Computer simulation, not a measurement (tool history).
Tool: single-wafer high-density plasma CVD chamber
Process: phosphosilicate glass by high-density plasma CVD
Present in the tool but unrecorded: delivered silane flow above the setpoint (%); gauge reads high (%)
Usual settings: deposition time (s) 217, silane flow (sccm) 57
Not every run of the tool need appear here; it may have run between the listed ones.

| run | day | deposition time (s) | silane flow (sccm) | wafers since the last listed run | hours since the silane flow controller was replaced | hours since the gauge calibration | read-back reference wafer on the same gauge, thickness_nm | mean film thickness on the monitor wafer (nm) |
|---|---|---|---|---|---|---|---|---|
| 1 | 0 | 243 | 51 | 0 | 1460.8 | 42.8 | 1399.674 | 1334.675 |
| 2 | 2.321 | 217 | 57 | 325 | 1516.5 | 98.5 | 1400.055 | 1324.674 |
| 3 | 4.45 | 217 | 57 | 298 | 1567.6 | 149.6 | 1401.437 | 1335.103 |
| 4 | 5.788 | 217 | 57 | 187 | 1599.7 | 181.7 | 1400.683 | 1330.396 |
| 5 | 8.254 | 217 | 57 | 345 | 1658.9 | 240.9 | 1399.559 | 1330.691 |
| 6 | 10.867 | 217 | 60 | 365 | 1721.6 | 303.6 | 1401.045 | 1398.081 |
| 7 | 12.817 | 217 | 60 | 273 | 1768.4 | 350.4 | 1399.909 | 1399.947 |
| 8 | 14.971 | 217 | 60 | 301 | 1820.1 | 402.1 | 1400.507 | 1390.896 |
| 9 | 17.829 | 217 | 57 | 400 | 1888.7 | 470.7 | 1399.581 | 1328.654 |
| 10 | 20.258 | 205 | 68 | 340 | 1947 | 529 | 1397.622 | 1494.624 |
| 11 | 21.683 | 217 | 57 | 199 | 1981.2 | 563.2 | 1399.68 | 1323.896 |
|  | 22.15 | silane flow controller replaced |
| 12 | 23.5 | 217 | 57 | 207 | 32.4 | 606.8 | 1398.976 | 1325.985 |
| 13 | 24.779 | 180 | 68 | 179 | 63.1 | 637.5 | 1402.162 | 1314.844 |
|  | 25.183 | gauge calibrated |
| 14 | 26.929 | 180 | 57 | 301 | 114.7 | 41.9 | 1399.548 | 1101.579 |
| 15 | 32.125 | 179 | 64 | 727 | 239.4 | 166.6 | 1399.229 | 1232.443 |
| 16 | 33.267 | 192 | 57 | 159 | 266.8 | 194 | 1399.891 | 1175.188 |
| 17 | 34.325 | 183 | 65 | 148 | 292.2 | 219.4 | 1399.745 | 1282.021 |

List, for all runs, the conditions of the tool that the log does not record:
delivered silane flow above the setpoint (%): 0 on each run
gauge reads high (%): 0 on each run
